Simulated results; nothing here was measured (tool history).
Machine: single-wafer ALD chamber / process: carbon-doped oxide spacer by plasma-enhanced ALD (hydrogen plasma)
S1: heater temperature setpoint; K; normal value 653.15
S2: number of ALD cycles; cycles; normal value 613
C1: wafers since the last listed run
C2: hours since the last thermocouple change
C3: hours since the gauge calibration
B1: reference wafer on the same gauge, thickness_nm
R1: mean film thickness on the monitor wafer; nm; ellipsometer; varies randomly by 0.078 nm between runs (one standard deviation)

| run | hour | S1 | S2 | C1 | C2 | C3 | B1 | R1 |
|---|---|---|---|---|---|---|---|---|
| 1 | 0 | 653.15 | 613 | 0 | 2478.1 | 4.7 | 28.578 | 31.173 |
| 2 | 7 | 653.15 | 613 | 6 | 2485.1 | 11.7 | 28.561 | 31.098 |
| 3 | 23.6 | 653.15 | 613 | 14 | 2501.7 | 28.3 | 28.581 | 31.074 |
| 4 | 77.3 | 643.15 | 543 | 47 | 2555.4 | 82 | 28.609 | 27.618 |
| 5 | 88 | 643.15 | 543 | 9 | 2566.1 | 92.7 | 28.61 | 27.565 |
| 6 | 103.1 | 643.15 | 543 | 13 | 2581.2 | 107.8 | 28.647 | 27.588 |
| 7 | 118.8 | 653.15 | 613 | 13 | 2596.9 | 123.5 | 28.653 | 31.111 |
| 8 | 134.9 | 653.15 | 613 | 14 | 2613 | 139.6 | 28.657 | 31.088 |
| 9 | 152 | 653.15 | 613 | 15 | 2630.1 | 156.7 | 28.687 | 31.303 |
| 10 | 168.9 | 653.15 | 613 | 14 | 2647 | 173.6 | 28.712 | 31.176 |
| 11 | 178.2 | 653.15 | 613 | 8 | 2656.3 | 182.9 | 28.736 | 31.042 |
| 12 | 189.3 | 653.15 | 613 | 9 | 2667.4 | 194 | 28.735 | 31.251 |
| 13 | 202.3 | 661.15 | 656 | 11 | 2680.4 | 207 | 28.767 | 33.447 |
|  | 215.9 | thermocouple changed; heater temperature recalibrated |
| 14 | 216.2 | 666.15 | 576 | 5 | 0.3 | 220.9 | 28.774 | 29.4 |
| 15 | 223.7 | 658.15 | 613 | 6 | 7.8 | 228.4 | 28.799 | 31.272 |
| 16 | 241.6 | 644.15 | 521 | 15 | 25.7 | 246.3 | 28.842 | 26.61 |
|  | 249 | gauge calibrated |
| 17 | 249.4 | 661.15 | 543 | 6 | 33.5 | 0.4 | 28.582 | 27.622 |
| 18 | 257.1 | 658.15 | 501 | 6 | 41.2 | 8.1 | 28.585 | 25.497 |
| 19 | 263.9 | 653.15 | 613 | 6 | 48 | 14.9 | 28.598 | 31.151 |
| 20 | 271.2 | 653.15 | 613 | 6 | 55.3 | 22.2 | 28.587 | 31.177 |
| 21 | 280.1 | 659.15 | 519 | 7 | 64.2 | 31.1 | 28.596 | 26.33 |
| 22 | 288.7 | 653.15 | 613 | 7 | 72.8 | 39.7 | 28.587 | 31.133 |
| 23 | 302.9 | 653.15 | 522 | 12 | 87 | 53.9 | 28.597 | 26.467 |
| 24 | 312.4 | 640.15 | 613 | 8 | 96.5 | 63.4 | 28.583 | 31.232 |

Subtracting, for every run, the result it would have given without the tool's unlogged condition from the measured result gives the following. The same run-to-run variation enters both numbers; the gauge's scatter may not:
Hidden state present: wafer temperature above the value expected at the setpoint (K); gauge reads high (%).
| run | R1 |
|---|---|
| 1 | -0.029 |
| 2 | -0.029 |
| 3 | -0.024 |
| 4 | +0.003 |
| 5 | +0.012 |
| 6 | +0.025 |
| 7 | +0.046 |
| 8 | +0.067 |
| 9 | +0.092 |
| 10 | +0.12 |
| 11 | +0.136 |
| 12 | +0.157 |
| 13 | +0.196 |
| 14 | +0.199 |
| 15 | +0.228 |
| 16 | +0.229 |
| 17 | -0.016 |
| 18 | -0.015 |
| 19 | -0.018 |
| 20 | -0.016 |
| 21 | -0.011 |
| 22 | -0.01 |
| 23 | -0.003 |
| 24 | +0.002 |
